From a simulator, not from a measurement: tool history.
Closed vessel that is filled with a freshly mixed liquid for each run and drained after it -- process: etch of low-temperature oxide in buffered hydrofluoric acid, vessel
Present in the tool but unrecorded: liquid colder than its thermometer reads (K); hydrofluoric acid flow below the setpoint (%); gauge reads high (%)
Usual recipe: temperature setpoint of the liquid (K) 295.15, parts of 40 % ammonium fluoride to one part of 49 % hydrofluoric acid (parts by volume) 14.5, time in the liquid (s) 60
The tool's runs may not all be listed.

run	hour	temperature setpoint of the liquid (K)	parts of 40 % ammonium fluoride to one part of 49 % hydrofluoric acid (parts by volume)	time in the liquid (s)	wafers since the last listed run	hours since the thermometer was replaced	hours since the hydrofluoric acid flow meter was replaced	hours since the gauge calibration	read-back film thickness of the low-temperature oxide reference wafer, read on the same gauge (nm)	thickness taken off the low-temperature oxide on a monitor wafer (angstrom)
1	0	295.15	14.5	60	0	1156.2	917.4	759.6	89.98	741.1
2	66.4	295.15	14.5	60	7479	1222.6	983.8	826	90.01	745.1
3	116.1	299.15	14.5	60	5598	1272.3	1033.5	875.7	90	925.2
4	221.5	299.15	14.5	60	11872	1377.7	1138.9	981.1	89.99	920.7
# hour 251.1: thermometer replaced
5	322.2	299.15	14.5	60	11230	71.1	1239.6	1081.8	89.99	921.4
6	391	295.15	14.5	60	7749	139.9	1308.4	1150.6	90.02	740.8
7	561.2	295.15	14.5	60	19171	310.1	1478.6	1320.8	89.98	736.4
8	608.9	295.15	14.5	60	5372	357.8	1526.3	1368.5	90	738.6
# hour 674.8: gauge calibrated
9	682.7	295.15	12.5	60	8312	431.6	1600.1	7.9	89.99	850.9
10	788.6	295.15	12.5	60	11928	537.5	1706	113.8	90	848.8
# hour 804.4: hydrofluoric acid flow meter replaced
11	889.7	295.15	12.5	60	11275	638.6	85.3	214.9	89.99	869.8
12	957.9	295.15	14.5	60	7681	706.8	153.5	283.1	90	756
13	1028.2	295.15	14.5	60	7918	777.1	223.8	353.4	90	756.6
14	1067.8	299.15	11.5	90	4460	816.7	263.4	393	90.01	1773.4
15	1138.7	291.65	8.5	60	7986	887.6	334.3	463.9	89.99	1017.1
16	1181.9	295.15	14.5	60	4865	930.8	377.5	507.1	90	753.3
17	1251.4	290.15	14.5	60	7828	1000.3	447	576.6	90.01	566.1
18	1348.3	295.15	14.5	75	10914	1097.2	543.9	673.5	89.99	935.5
19	1422.4	299.15	17.5	70	8346	1171.3	618	747.6	90	907.5
20	1489.2	299.15	18	60	7524	1238.1	684.8	814.4	90	754.8
# hour 1506.3: thermometer replaced
21	1529.9	295.15	19	35	4471	23.6	725.5	855.1	89.99	332.9
22	1569.7	290.65	11.5	35	4483	63.4	765.3	894.9	90	421.9
23	1664	290.65	14.5	85	10621	157.7	859.6	989.2	90.01	819
24	1723.6	297.65	18.5	50	6713	217.3	919.2	1048.8	89.98	560.7
25	1804.8	295.15	14.5	60	9146	298.5	1000.4	1130	90.02	741.9
# hour 1888.9: gauge calibrated
26	1901	290.65	14.5	85	10835	394.7	1096.6	12.1	90	815.4
27	2161.7	291.65	11.5	40	29364	655.4	1357.3	272.8	90	506.7

Consider 3 possible next runs. They are alternatives, not a sequence: every one starts from the tool as it was left by run 27. What does each give?
A	2162.4	295.15	14.5	60	78	656.1	1358	273.5	?	?
B	2162.4	295.15	11	60	78	656.1	1358	273.5	?	?
C	2162.4	298.15	14.5	70	78	656.1	1358	273.5	?	?

run	read-back film thickness of the low-temperature oxide reference wafer, read on the same gauge (nm)	thickness taken off the low-temperature oxide on a monitor wafer (angstrom)
A	90	732.6
B	90	960.4
C	90	1007.5
The same runs, with their run-to-run variation unchanged, on a tool lacking any hidden condition would have given:
run	thickness taken off the low-temperature oxide on a monitor wafer (angstrom)
A	762.1
B	998.8
C	1048

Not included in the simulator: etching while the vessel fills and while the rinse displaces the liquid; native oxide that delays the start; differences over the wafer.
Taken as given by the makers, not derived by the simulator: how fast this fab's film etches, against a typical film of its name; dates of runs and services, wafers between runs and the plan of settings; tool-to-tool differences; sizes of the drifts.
